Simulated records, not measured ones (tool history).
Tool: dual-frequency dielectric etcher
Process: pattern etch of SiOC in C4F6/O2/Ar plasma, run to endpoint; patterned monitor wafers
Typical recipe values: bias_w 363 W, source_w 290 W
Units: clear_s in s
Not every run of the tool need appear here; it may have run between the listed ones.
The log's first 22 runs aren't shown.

run	hour	bias_w	source_w	incoming incoming film thickness, nm	clear_s
# hour 614.8: source power generator calibrated
23	615.3	363	250	43.87	18.5
24	627.6	309	330	44.53	17.9
# hour 648: bias power generator calibrated
25	663.1	322	290	43.78	18.4
26	699.1	363	290	44.05	17.1
27	772.4	286	310	43.94	19
28	804.1	363	290	44.41	17.2
29	823.5	321	230	44.45	20.9
30	840.4	363	290	44.12	17
31	855.2	363	290	44.3	17
32	880	363	290	43.67	16.8
33	892.9	315	290	44.48	18.5
34	920.2	424	290	43.99	15.4
35	943.7	405	290	43.93	15.7

4 ways to go on from here, each from the tool as it stands after run 35. What would each give?
A	944.1	292	290	44.07	?
B	944.1	319	360	44.07	?
C	944.1	331	290	44.07	?
D	944.1	305	290	44.07	?

run	clear_s
A	19.2
B	16.3
C	17.8
D	18.7
Take away the tool's hidden state, keep each run's random variation, and the runs would have read:
run	clear_s
A	19.8
B	16.8
C	18.3
D	19.2
